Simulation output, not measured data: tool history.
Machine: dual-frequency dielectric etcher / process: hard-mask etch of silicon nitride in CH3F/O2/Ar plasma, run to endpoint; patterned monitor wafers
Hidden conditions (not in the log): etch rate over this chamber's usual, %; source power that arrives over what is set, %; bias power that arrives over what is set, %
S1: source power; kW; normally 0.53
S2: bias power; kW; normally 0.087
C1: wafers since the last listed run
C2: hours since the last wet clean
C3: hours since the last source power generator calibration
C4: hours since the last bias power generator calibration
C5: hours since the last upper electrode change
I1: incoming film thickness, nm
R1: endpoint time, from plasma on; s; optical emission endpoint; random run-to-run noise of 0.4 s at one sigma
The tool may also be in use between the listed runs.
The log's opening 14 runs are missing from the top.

run 15 day=28.467 | S1=0.59 S2=0.07 | C1=494 C2=587.2 C3=4590.8 C4=202 C5=71.5 | I1=38.88 | R1=54.7
-- day=30.342 wet clean of the chamber
run 16 day=30.479 | S1=0.5 S2=0.074 | C1=208 C2=3.3 C3=4639.1 C4=250.3 C5=119.8 | I1=38.87 | R1=54.3
run 17 day=32.7 | S1=0.53 S2=0.087 | C1=456 C2=56.6 C3=4692.4 C4=303.6 C5=173.1 | I1=38.48 | R1=49.5
run 18 day=34.692 | S1=0.62 S2=0.077 | C1=409 C2=104.4 C3=4740.2 C4=351.4 C5=220.9 | I1=39.13 | R1=50.1
-- day=36.7 source power generator calibrated
run 19 day=36.838 | S1=0.49 S2=0.1 | C1=406 C2=155.9 C3=3.3 C4=402.9 C5=272.4 | I1=39.19 | R1=50.8
run 20 day=44.092 | S1=0.48 S2=0.079 | C1=1490 C2=330 C3=177.4 C4=577 C5=446.5 | I1=38.71 | R1=55
run 21 day=45.571 | S1=0.53 S2=0.097 | C1=304 C2=365.5 C3=212.9 C4=612.5 C5=482 | I1=38.99 | R1=50.7
run 22 day=48.033 | S1=0.65 S2=0.097 | C1=506 C2=424.6 C3=272 C4=671.6 C5=541.1 | I1=39.01 | R1=47.4
run 23 day=49.883 | S1=0.53 S2=0.087 | C1=380 C2=469 C3=316.4 C4=716 C5=585.5 | I1=38.74 | R1=51.9
-- day=52 wet clean of the chamber
run 24 day=52.021 | S1=0.43 S2=0.096 | C1=233 C2=0.5 C3=367.7 C4=767.3 C5=636.8 | I1=39.12 | R1=53.3
run 25 day=52.521 | S1=0.53 S2=0.087 | C1=102 C2=12.5 C3=379.7 C4=779.3 C5=648.8 | I1=38.83 | R1=50.8
run 26 day=55.296 | S1=0.53 S2=0.087 | C1=570 C2=79.1 C3=446.3 C4=845.9 C5=715.4 | I1=38.79 | R1=50.7
run 27 day=58.271 | S1=0.59 S2=0.101 | C1=611 C2=150.5 C3=517.7 C4=917.3 C5=786.8 | I1=38.88 | R1=47.4
run 28 day=60.575 | S1=0.53 S2=0.094 | C1=473 C2=205.8 C3=573 C4=972.6 C5=842.1 | I1=38.56 | R1=49.5
run 29 day=69.279 | S1=0.53 S2=0.069 | C1=1789 C2=414.7 C3=781.9 C4=1181.5 C5=1051 | I1=38.69 | R1=56.8
run 30 day=71.725 | S1=0.43 S2=0.077 | C1=502 C2=473.4 C3=840.6 C4=1240.2 C5=1109.7 | I1=38.8 | R1=59.3
run 31 day=73.862 | S1=0.53 S2=0.087 | C1=439 C2=524.7 C3=891.9 C4=1291.5 C5=1161 | I1=39.06 | R1=53.8
run 32 day=76.175 | S1=0.4 S2=0.074 | C1=475 C2=580.2 C3=947.4 C4=1347 C5=1216.5 | I1=38.6 | R1=62.1
-- day=78.292 wet clean of the chamber
run 33 day=79.112 | S1=0.53 S2=0.087 | C1=398 C2=19.7 C3=1017.9 C4=1417.5 C5=1287 | I1=39.05 | R1=51.4
run 34 day=84.704 | S1=0.6 S2=0.104 | C1=1149 C2=153.9 C3=1152.1 C4=1551.7 C5=1421.2 | I1=38.79 | R1=47.1
run 35 day=86.604 | S1=0.62 S2=0.077 | C1=390 C2=199.5 C3=1197.7 C4=1597.3 C5=1466.8 | I1=38.88 | R1=50.3

4 ways to go on from here, each from the tool as it stands after run 35. What would each give?
run A day=86.621 | S1=0.53 S2=0.087 | C1=3 C2=199.9 C3=1198.1 C4=1597.7 C5=1467.2 | I1=39.04 | R1=?
run B day=86.621 | S1=0.53 S2=0.103 | C1=3 C2=199.9 C3=1198.1 C4=1597.7 C5=1467.2 | I1=39.04 | R1=?
run C day=86.621 | S1=0.59 S2=0.066 | C1=3 C2=199.9 C3=1198.1 C4=1597.7 C5=1467.2 | I1=39.04 | R1=?
run D day=86.621 | S1=0.61 S2=0.087 | C1=3 C2=199.9 C3=1198.1 C4=1597.7 C5=1467.2 | I1=39.04 | R1=?

run=A R1=52.9
run=B R1=50
run=C R1=55.2
run=D R1=50.1
With the hidden condition removed and each run's random variation left untouched, the same runs would have given:
run=A R1=51.6
run=B R1=48.8
run=C R1=53.9
run=D R1=48.9
